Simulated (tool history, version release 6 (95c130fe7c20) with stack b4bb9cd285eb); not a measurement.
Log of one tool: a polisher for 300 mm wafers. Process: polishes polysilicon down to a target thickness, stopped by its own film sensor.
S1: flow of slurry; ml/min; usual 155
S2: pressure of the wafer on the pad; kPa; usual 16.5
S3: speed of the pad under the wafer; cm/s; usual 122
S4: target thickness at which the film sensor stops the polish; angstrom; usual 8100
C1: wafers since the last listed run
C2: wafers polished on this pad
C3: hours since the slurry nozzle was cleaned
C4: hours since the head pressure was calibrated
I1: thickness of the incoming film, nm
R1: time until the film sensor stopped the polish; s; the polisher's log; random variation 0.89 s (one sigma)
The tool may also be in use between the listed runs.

{"run": 1, "hour": 0.0, "S1": 140, "S2": 16.5, "S3": 122, "S4": 8100, "C1": 0, "C2": 1120, "C3": 181.0, "C4": 142.4, "I1": 1374.0, "R1": 58.2}
{"run": 2, "hour": 25.1, "S1": 140, "S2": 16.5, "S3": 122, "S4": 8100, "C1": 307, "C2": 1428, "C3": 206.1, "C4": 167.5, "I1": 1384.5, "R1": 57.9}
{"run": 3, "hour": 49.4, "S1": 140, "S2": 16.5, "S3": 122, "S4": 8100, "C1": 297, "C2": 1725, "C3": 230.4, "C4": 191.8, "I1": 1378.5, "R1": 60.1}
{"run": 4, "hour": 75.9, "S1": 155, "S2": 16.5, "S3": 122, "S4": 8100, "C1": 324, "C2": 2050, "C3": 256.9, "C4": 218.3, "I1": 1373.8, "R1": 56.9}
{"hour": 117.2, "done": "slurry nozzle cleaned"}
{"hour": 164.0, "done": "worn pad replaced by a new one"}
{"run": 5, "hour": 183.5, "S1": 155, "S2": 16.5, "S3": 122, "S4": 8100, "C1": 1256, "C2": 239, "C3": 66.3, "C4": 325.9, "I1": 1394.6, "R1": 59.9}
{"hour": 196.9, "done": "head pressure recalibrated"}
{"run": 6, "hour": 208.4, "S1": 155, "S2": 16.5, "S3": 146, "S4": 8100, "C1": 280, "C2": 519, "C3": 91.2, "C4": 11.5, "I1": 1363.6, "R1": 47.3}
{"run": 7, "hour": 242.6, "S1": 155, "S2": 16.5, "S3": 146, "S4": 8100, "C1": 418, "C2": 938, "C3": 125.4, "C4": 45.7, "I1": 1395.5, "R1": 50.2}
{"run": 8, "hour": 276.8, "S1": 155, "S2": 16.5, "S3": 146, "S4": 8100, "C1": 418, "C2": 1357, "C3": 159.6, "C4": 79.9, "I1": 1376.5, "R1": 49.6}
{"run": 9, "hour": 310.6, "S1": 135, "S2": 13.1, "S3": 122, "S4": 8100, "C1": 413, "C2": 1771, "C3": 193.4, "C4": 113.7, "I1": 1397.2, "R1": 74.4}
{"run": 10, "hour": 344.9, "S1": 155, "S2": 16.5, "S3": 122, "S4": 8100, "C1": 420, "C2": 2191, "C3": 227.7, "C4": 148.0, "I1": 1360.9, "R1": 54.2}
{"run": 11, "hour": 371.6, "S1": 155, "S2": 16.5, "S3": 122, "S4": 8100, "C1": 327, "C2": 2518, "C3": 254.4, "C4": 174.7, "I1": 1395.9, "R1": 58.0}
{"run": 12, "hour": 406.7, "S1": 155, "S2": 16.5, "S3": 122, "S4": 8100, "C1": 429, "C2": 2948, "C3": 289.5, "C4": 209.8, "I1": 1402.3, "R1": 58.7}
{"hour": 413.1, "done": "slurry nozzle cleaned"}
{"hour": 418.0, "done": "worn pad replaced by a new one"}
{"run": 13, "hour": 439.5, "S1": 120, "S2": 16.5, "S3": 122, "S4": 8100, "C1": 340, "C2": 262, "C3": 26.4, "C4": 242.6, "I1": 1378.7, "R1": 58.1}
{"run": 14, "hour": 471.8, "S1": 120, "S2": 16.5, "S3": 122, "S4": 8100, "C1": 395, "C2": 658, "C3": 58.7, "C4": 274.9, "I1": 1365.3, "R1": 57.9}
{"run": 15, "hour": 505.4, "S1": 155, "S2": 16.5, "S3": 122, "S4": 8100, "C1": 411, "C2": 1069, "C3": 92.3, "C4": 308.5, "I1": 1355.0, "R1": 54.0}
{"run": 16, "hour": 528.1, "S1": 155, "S2": 16.5, "S3": 122, "S4": 8100, "C1": 278, "C2": 1347, "C3": 115.0, "C4": 331.2, "I1": 1397.3, "R1": 58.4}
{"hour": 540.9, "done": "head pressure recalibrated"}
{"run": 17, "hour": 555.5, "S1": 155, "S2": 16.5, "S3": 160, "S4": 6540, "C1": 311, "C2": 1658, "C3": 142.4, "C4": 14.6, "I1": 1412.4, "R1": 61.4}
{"run": 18, "hour": 569.9, "S1": 120, "S2": 17.9, "S3": 154, "S4": 8100, "C1": 176, "C2": 1835, "C3": 156.8, "C4": 29.0, "I1": 1374.1, "R1": 45.8}
{"run": 19, "hour": 604.8, "S1": 135, "S2": 16.5, "S3": 140, "S4": 6890, "C1": 427, "C2": 2262, "C3": 191.7, "C4": 63.9, "I1": 1378.8, "R1": 63.8}
{"run": 20, "hour": 625.3, "S1": 155, "S2": 16.5, "S3": 96, "S4": 8100, "C1": 251, "C2": 2513, "C3": 212.2, "C4": 84.4, "I1": 1383.0, "R1": 71.3}
{"run": 21, "hour": 649.9, "S1": 155, "S2": 20.0, "S3": 122, "S4": 7180, "C1": 301, "C2": 2815, "C3": 236.8, "C4": 109.0, "I1": 1373.8, "R1": 54.0}
{"hour": 669.6, "done": "worn pad replaced by a new one"}
{"run": 22, "hour": 670.1, "S1": 155, "S2": 16.5, "S3": 122, "S4": 8100, "C1": 198, "C2": 5, "C3": 257.0, "C4": 129.2, "I1": 1374.6, "R1": 56.4}
{"hour": 683.9, "done": "slurry nozzle cleaned"}
{"run": 23, "hour": 705.7, "S1": 130, "S2": 20.0, "S3": 134, "S4": 9120, "C1": 423, "C2": 429, "C3": 21.8, "C4": 164.8, "I1": 1376.7, "R1": 37.8}
{"run": 24, "hour": 737.0, "S1": 155, "S2": 16.5, "S3": 122, "S4": 8100, "C1": 383, "C2": 812, "C3": 53.1, "C4": 196.1, "I1": 1371.0, "R1": 57.0}
{"run": 25, "hour": 760.6, "S1": 155, "S2": 20.7, "S3": 122, "S4": 8100, "C1": 289, "C2": 1101, "C3": 76.7, "C4": 219.7, "I1": 1379.2, "R1": 47.0}
{"run": 26, "hour": 791.3, "S1": 110, "S2": 14.5, "S3": 122, "S4": 10050, "C1": 376, "C2": 1477, "C3": 107.4, "C4": 250.4, "I1": 1399.7, "R1": 47.6}
{"run": 27, "hour": 806.8, "S1": 155, "S2": 16.5, "S3": 134, "S4": 8100, "C1": 189, "C2": 1667, "C3": 122.9, "C4": 265.9, "I1": 1377.4, "R1": 54.2}
{"run": 28, "hour": 837.5, "S1": 155, "S2": 16.5, "S3": 122, "S4": 8100, "C1": 376, "C2": 2043, "C3": 153.6, "C4": 296.6, "I1": 1373.3, "R1": 55.9}
{"run": 29, "hour": 857.7, "S1": 155, "S2": 16.5, "S3": 122, "S4": 10050, "C1": 247, "C2": 2291, "C3": 173.8, "C4": 316.8, "I1": 1376.6, "R1": 38.6}
{"run": 30, "hour": 887.0, "S1": 155, "S2": 16.5, "S3": 92, "S4": 8100, "C1": 358, "C2": 2649, "C3": 203.1, "C4": 346.1, "I1": 1379.6, "R1": 69.6}
{"hour": 891.6, "done": "worn pad replaced by a new one"}
{"run": 31, "hour": 912.4, "S1": 105, "S2": 19.3, "S3": 110, "S4": 8100, "C1": 262, "C2": 254, "C3": 228.5, "C4": 371.5, "I1": 1380.1, "R1": 57.5}
{"hour": 917.1, "done": "head pressure recalibrated"}
{"run": 32, "hour": 928.1, "S1": 210, "S2": 12.4, "S3": 122, "S4": 8100, "C1": 167, "C2": 422, "C3": 244.2, "C4": 11.0, "I1": 1382.2, "R1": 73.9}
{"run": 33, "hour": 941.4, "S1": 155, "S2": 16.5, "S3": 122, "S4": 8100, "C1": 162, "C2": 585, "C3": 257.5, "C4": 24.3, "I1": 1376.9, "R1": 56.0}
{"hour": 960.0, "done": "slurry nozzle cleaned"}
{"run": 34, "hour": 963.1, "S1": 155, "S2": 16.5, "S3": 122, "S4": 8100, "C1": 253, "C2": 838, "C3": 3.1, "C4": 46.0, "I1": 1365.1, "R1": 55.4}
{"run": 35, "hour": 984.1, "S1": 155, "S2": 13.8, "S3": 136, "S4": 8100, "C1": 257, "C2": 1095, "C3": 24.1, "C4": 67.0, "I1": 1375.8, "R1": 64.0}
{"run": 36, "hour": 1010.2, "S1": 155, "S2": 16.5, "S3": 102, "S4": 8100, "C1": 319, "C2": 1415, "C3": 50.2, "C4": 93.1, "I1": 1409.4, "R1": 68.4}
{"run": 37, "hour": 1029.5, "S1": 155, "S2": 16.5, "S3": 122, "S4": 8100, "C1": 236, "C2": 1651, "C3": 69.5, "C4": 112.4, "I1": 1355.3, "R1": 55.3}

The tool's hidden state at each run:
removal rate lost through wear of the pad, %: 0 in every run
slurry flow missing at the pad, %: 0 in every run
deviation of the head's pressure from its setpoint, %: 0 in every run

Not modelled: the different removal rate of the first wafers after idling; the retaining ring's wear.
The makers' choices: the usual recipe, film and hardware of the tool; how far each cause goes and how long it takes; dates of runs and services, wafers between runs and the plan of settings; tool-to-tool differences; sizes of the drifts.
